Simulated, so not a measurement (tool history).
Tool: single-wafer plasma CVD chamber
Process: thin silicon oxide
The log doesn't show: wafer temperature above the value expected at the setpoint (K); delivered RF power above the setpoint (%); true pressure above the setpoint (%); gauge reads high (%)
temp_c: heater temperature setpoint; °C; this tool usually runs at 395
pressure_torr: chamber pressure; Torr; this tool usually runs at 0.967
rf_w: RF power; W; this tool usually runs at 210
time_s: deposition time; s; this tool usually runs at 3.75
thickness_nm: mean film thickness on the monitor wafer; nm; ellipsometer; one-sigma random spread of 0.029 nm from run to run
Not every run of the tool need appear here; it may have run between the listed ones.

| run | hour | temp_c | pressure_torr | rf_w | time_s | wafers since the last listed run | hours since the last thermocouple change | hours since the last RF generator calibration | hours since the last manometer calibration | hours since the showerhead was replaced | hours since the gauge calibration | read-back reference wafer on the same gauge, thickness_nm | thickness_nm |
|---|---|---|---|---|---|---|---|---|---|---|---|---|---|
| 1 | 0.0 | 385 | 0.967 | 210 | 3.75 | 0 | 416.9 | 743.0 | 2137.7 | 2656.6 | 537.2 | 5.727 | 6.521 |
|  | 15.6 | gauge calibrated |
| 2 | 35.7 | 385 | 0.967 | 210 | 3.75 | 1261 | 452.6 | 778.7 | 2173.4 | 2692.3 | 20.1 | 5.732 | 6.430 |
| 3 | 60.1 | 385 | 0.967 | 210 | 3.75 | 862 | 477.0 | 803.1 | 2197.8 | 2716.7 | 44.5 | 5.718 | 6.441 |
| 4 | 92.6 | 395 | 0.967 | 210 | 3.75 | 1148 | 509.5 | 835.6 | 2230.3 | 2749.2 | 77.0 | 5.724 | 6.402 |
| 5 | 119.1 | 395 | 0.967 | 210 | 3.75 | 936 | 536.0 | 862.1 | 2256.8 | 2775.7 | 103.5 | 5.730 | 6.374 |
| 6 | 142.3 | 395 | 0.967 | 210 | 3.75 | 819 | 559.2 | 885.3 | 2280.0 | 2798.9 | 126.7 | 5.735 | 6.386 |
| 7 | 167.7 | 395 | 0.967 | 210 | 3.75 | 897 | 584.6 | 910.7 | 2305.4 | 2824.3 | 152.1 | 5.723 | 6.361 |
| 8 | 199.0 | 395 | 0.967 | 210 | 3.75 | 1105 | 615.9 | 942.0 | 2336.7 | 2855.6 | 183.4 | 5.727 | 6.324 |
|  | 272.9 | capacitance manometer re-zeroed and calibrated |
| 9 | 297.0 | 395 | 0.967 | 210 | 3.75 | 3179 | 713.9 | 1040.0 | 24.1 | 2953.6 | 281.4 | 5.727 | 6.750 |
| 10 | 314.8 | 395 | 0.967 | 210 | 3.75 | 628 | 731.7 | 1057.8 | 41.9 | 2971.4 | 299.2 | 5.735 | 6.696 |
| 11 | 327.4 | 395 | 0.967 | 210 | 3.75 | 445 | 744.3 | 1070.4 | 54.5 | 2984.0 | 311.8 | 5.724 | 6.666 |
| 12 | 347.3 | 395 | 0.967 | 210 | 3.75 | 703 | 764.2 | 1090.3 | 74.4 | 3003.9 | 331.7 | 5.733 | 6.692 |
| 13 | 373.2 | 395 | 0.967 | 210 | 3.75 | 915 | 790.1 | 1116.2 | 100.3 | 3029.8 | 357.6 | 5.729 | 6.700 |
| 14 | 388.2 | 395 | 0.967 | 210 | 3.75 | 529 | 805.1 | 1131.2 | 115.3 | 3044.8 | 372.6 | 5.729 | 6.661 |
| 15 | 411.1 | 390 | 0.967 | 210 | 4.41 | 809 | 828.0 | 1154.1 | 138.2 | 3067.7 | 395.5 | 5.725 | 7.815 |
| 16 | 441.5 | 395 | 0.967 | 210 | 3.75 | 1074 | 858.4 | 1184.5 | 168.6 | 3098.1 | 425.9 | 5.734 | 6.536 |
|  | 493.4 | thermocouple changed; heater temperature recalibrated |
|  | 531.4 | RF generator calibrated |
| 17 | 531.9 | 400 | 0.967 | 210 | 4.48 | 2628 | 38.5 | 0.5 | 259.0 | 3188.5 | 516.3 | 5.742 | 8.095 |
| 18 | 557.2 | 395 | 0.967 | 210 | 3.75 | 893 | 63.8 | 25.8 | 284.3 | 3213.8 | 541.6 | 5.742 | 6.839 |
|  | 570.1 | gauge calibrated |
| 19 | 584.9 | 384 | 0.967 | 210 | 3.75 | 978 | 91.5 | 53.5 | 312.0 | 3241.5 | 14.8 | 5.735 | 6.861 |
|  | 609.8 | showerhead replaced |
| 20 | 611.7 | 395 | 0.967 | 210 | 3.75 | 664 | 118.3 | 80.3 | 338.8 | 1.9 | 41.6 | 5.735 | 6.751 |
| 21 | 634.6 | 395 | 0.967 | 210 | 3.75 | 809 | 141.2 | 103.2 | 361.7 | 24.8 | 64.5 | 5.725 | 6.824 |
| 22 | 670.5 | 391 | 0.786 | 210 | 4.49 | 1268 | 177.1 | 139.1 | 397.6 | 60.7 | 100.4 | 5.738 | 6.977 |
| 23 | 704.5 | 395 | 0.870 | 210 | 3.52 | 1201 | 211.1 | 173.1 | 431.6 | 94.7 | 134.4 | 5.737 | 5.835 |
| 24 | 725.4 | 395 | 0.967 | 210 | 3.75 | 738 | 232.0 | 194.0 | 452.5 | 115.6 | 155.3 | 5.725 | 6.743 |
| 25 | 757.1 | 395 | 0.967 | 210 | 4.00 | 1120 | 263.7 | 225.7 | 484.2 | 147.3 | 187.0 | 5.724 | 7.222 |
| 26 | 791.3 | 389 | 0.837 | 210 | 3.75 | 1208 | 297.9 | 259.9 | 518.4 | 181.5 | 221.2 | 5.731 | 6.048 |
| 27 | 823.2 | 383 | 0.967 | 210 | 3.75 | 1127 | 329.8 | 291.8 | 550.3 | 213.4 | 253.1 | 5.728 | 6.786 |
| 28 | 843.6 | 391 | 0.834 | 195 | 3.75 | 720 | 350.2 | 312.2 | 570.7 | 233.8 | 273.5 | 5.741 | 5.692 |
| 29 | 878.9 | 400 | 0.777 | 180 | 4.48 | 1247 | 385.5 | 347.5 | 606.0 | 269.1 | 308.8 | 5.721 | 6.118 |

What if the next run were any one of these 4? Each begins from the tool's condition after run 29:
| A | 879.3 | 395 | 0.967 | 210 | 3.75 | 14 | 385.9 | 347.9 | 606.4 | 269.5 | 309.2 | ? | ? |
| B | 879.3 | 395 | 1.100 | 210 | 4.39 | 14 | 385.9 | 347.9 | 606.4 | 269.5 | 309.2 | ? | ? |
| C | 879.3 | 386 | 0.967 | 210 | 3.75 | 14 | 385.9 | 347.9 | 606.4 | 269.5 | 309.2 | ? | ? |
| D | 879.3 | 403 | 0.967 | 210 | 4.11 | 14 | 385.9 | 347.9 | 606.4 | 269.5 | 309.2 | ? | ? |

| run | read-back reference wafer on the same gauge, thickness_nm | thickness_nm |
|---|---|---|
| A | 5.730 | 6.702 |
| B | 5.730 | 8.529 |
| C | 5.730 | 6.742 |
| D | 5.730 | 7.307 |
Without the tool's unlogged condition, the same runs would have read:
| run | thickness_nm |
|---|---|
| A | 7.005 |
| B | 8.852 |
| C | 7.046 |
| D | 7.636 |
